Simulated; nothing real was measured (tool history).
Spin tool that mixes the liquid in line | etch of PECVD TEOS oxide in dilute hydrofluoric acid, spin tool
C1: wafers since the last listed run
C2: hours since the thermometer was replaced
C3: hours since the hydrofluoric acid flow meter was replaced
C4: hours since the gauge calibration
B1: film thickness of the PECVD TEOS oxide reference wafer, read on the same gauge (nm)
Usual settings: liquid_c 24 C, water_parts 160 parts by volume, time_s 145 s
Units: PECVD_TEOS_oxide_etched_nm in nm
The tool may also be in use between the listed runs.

Run 1, hour 0: usual settings; C1 0; C2 386.6; C3 1074.3; C4 312.6; B1 59.98. Result: PECVD_TEOS_oxide_etched_nm 23.61 nm.
Run 2, hour 17.1: usual settings; C1 189; C2 403.7; C3 1091.4; C4 329.7; B1 60. Result: PECVD_TEOS_oxide_etched_nm 23.77 nm.
Run 3, hour 36.1: usual settings; C1 210; C2 422.7; C3 1110.4; C4 348.7; B1 59.97. Result: PECVD_TEOS_oxide_etched_nm 23.93 nm.
Run 4, hour 53.4: usual settings; C1 191; C2 440; C3 1127.7; C4 366; B1 60.02. Result: PECVD_TEOS_oxide_etched_nm 23.79 nm.
Run 5, hour 82.8: usual settings; C1 326; C2 469.4; C3 1157.1; C4 395.4; B1 59.97. Result: PECVD_TEOS_oxide_etched_nm 23.94 nm.
Run 6, hour 100.3: usual settings; C1 194; C2 486.9; C3 1174.6; C4 412.9; B1 59.97. Result: PECVD_TEOS_oxide_etched_nm 23.82 nm.
Run 7, hour 118.5: usual settings; C1 201; C2 505.1; C3 1192.8; C4 431.1; B1 60.06. Result: PECVD_TEOS_oxide_etched_nm 24.25 nm.
Run 8, hour 144.5: usual settings; C1 288; C2 531.1; C3 1218.8; C4 457.1; B1 59.98. Result: PECVD_TEOS_oxide_etched_nm 24.24 nm.
Run 9, hour 170.7: usual settings; C1 290; C2 557.3; C3 1245; C4 483.3; B1 60.02. Result: PECVD_TEOS_oxide_etched_nm 23.94 nm.
Run 10, hour 205.5: usual settings; C1 385; C2 592.1; C3 1279.8; C4 518.1; B1 59.99. Result: PECVD_TEOS_oxide_etched_nm 24.11 nm.
Run 11, hour 223.6: usual settings; C1 200; C2 610.2; C3 1297.9; C4 536.2; B1 60. Result: PECVD_TEOS_oxide_etched_nm 24.19 nm.
At hour 238.2: gauge calibrated.
Run 12, hour 252.7: usual settings; C1 322; C2 639.3; C3 1327; C4 14.5; B1 60. Result: PECVD_TEOS_oxide_etched_nm 24.06 nm.
At hour 271: thermometer replaced.
Run 13, hour 273.5: usual settings; C1 219; C2 2.5; C3 1347.8; C4 35.3; B1 59.98. Result: PECVD_TEOS_oxide_etched_nm 23.16 nm.
Run 14, hour 291.4: usual settings; C1 198; C2 20.4; C3 1365.7; C4 53.2; B1 60. Result: PECVD_TEOS_oxide_etched_nm 23.38 nm.
Run 15, hour 321.5: usual settings but liquid_c 19 C, water_parts 130 parts by volume, time_s 215 s; C1 333; C2 50.5; C3 1395.8; C4 83.3; B1 59.97. Result: PECVD_TEOS_oxide_etched_nm 35.85 nm.
Run 16, hour 339.5: usual settings; C1 199; C2 68.5; C3 1413.8; C4 101.3; B1 59.99. Result: PECVD_TEOS_oxide_etched_nm 23.27 nm.
Run 17, hour 361.2: usual settings but liquid_c 26.5 C, water_parts 110 parts by volume, time_s 175 s; C1 240; C2 90.2; C3 1435.5; C4 123; B1 60.02. Result: PECVD_TEOS_oxide_etched_nm 47.83 nm.
Run 18, hour 387.6: usual settings but liquid_c 27 C, water_parts 115 parts by volume, time_s 225 s; C1 292; C2 116.6; C3 1461.9; C4 149.4; B1 59.99. Result: PECVD_TEOS_oxide_etched_nm 59.42 nm.
Run 19, hour 412.7: usual settings but time_s 110 s; C1 278; C2 141.7; C3 1487; C4 174.5; B1 59.97. Result: PECVD_TEOS_oxide_etched_nm 17.84 nm.
At hour 415.2: hydrofluoric acid flow meter replaced.
Run 20, hour 435.8: usual settings but water_parts 110 parts by volume, time_s 105 s; C1 245; C2 164.8; C3 20.6; C4 197.6; B1 60.02. Result: PECVD_TEOS_oxide_etched_nm 26.18 nm.
Run 21, hour 455.6: usual settings; C1 219; C2 184.6; C3 40.4; C4 217.4; B1 59.95. Result: PECVD_TEOS_oxide_etched_nm 23.48 nm.
Run 22, hour 473.1: usual settings; C1 194; C2 202.1; C3 57.9; C4 234.9; B1 60.04. Result: PECVD_TEOS_oxide_etched_nm 23.55 nm.
Run 23, hour 498.5: usual settings but liquid_c 26.5 C, water_parts 210 parts by volume, time_s 215 s; C1 281; C2 227.5; C3 83.3; C4 260.3; B1 60. Result: PECVD_TEOS_oxide_etched_nm 27.67 nm.
Run 24, hour 522.3: usual settings; C1 263; C2 251.3; C3 107.1; C4 284.1; B1 60.03. Result: PECVD_TEOS_oxide_etched_nm 23.71 nm.
Run 25, hour 543.5: usual settings; C1 235; C2 272.5; C3 128.3; C4 305.3; B1 60.02. Result: PECVD_TEOS_oxide_etched_nm 23.78 nm.
Run 26, hour 645.2: usual settings but liquid_c 27.5 C, water_parts 195 parts by volume, time_s 215 s; C1 1127; C2 374.2; C3 230; C4 407; B1 59.98. Result: PECVD_TEOS_oxide_etched_nm 31.6 nm.
Run 27, hour 677.9: usual settings; C1 362; C2 406.9; C3 262.7; C4 439.7; B1 60.04. Result: PECVD_TEOS_oxide_etched_nm 24.14 nm.
Run 28, hour 706.4: usual settings but time_s 190 s; C1 316; C2 435.4; C3 291.2; C4 468.2; B1 59.97. Result: PECVD_TEOS_oxide_etched_nm 31.18 nm.
Run 29, hour 731.4: usual settings but liquid_c 20 C, time_s 215 s; C1 277; C2 460.4; C3 316.2; C4 493.2; B1 60. Result: PECVD_TEOS_oxide_etched_nm 30.54 nm.
At hour 755.7: gauge calibrated.
Run 30, hour 760.8: usual settings; C1 326; C2 489.8; C3 345.6; C4 5.1; B1 60.02. Result: PECVD_TEOS_oxide_etched_nm 23.9 nm.
Run 31, hour 784.2: usual settings; C1 259; C2 513.2; C3 369; C4 28.5; B1 59.96. Result: PECVD_TEOS_oxide_etched_nm 23.91 nm.
Run 32, hour 801.7: usual settings but liquid_c 27 C, water_parts 190 parts by volume, time_s 80 s; C1 194; C2 530.7; C3 386.5; C4 46; B1 59.97. Result: PECVD_TEOS_oxide_etched_nm 12.15 nm.

Forecast run 33:
Run 33, hour 816.5: usual settings but liquid_c 28 C, water_parts 130 parts by volume, time_s 220 s; C1 164; C2 545.5; C3 401.3; C4 60.8; B1 ?. Result: PECVD_TEOS_oxide_etched_nm ?.

Run 33 gave B1 59.99, PECVD_TEOS_oxide_etched_nm 54.57 nm.
Without the tool's hidden state the same run would have given PECVD_TEOS_oxide_etched_nm 51.98 nm.
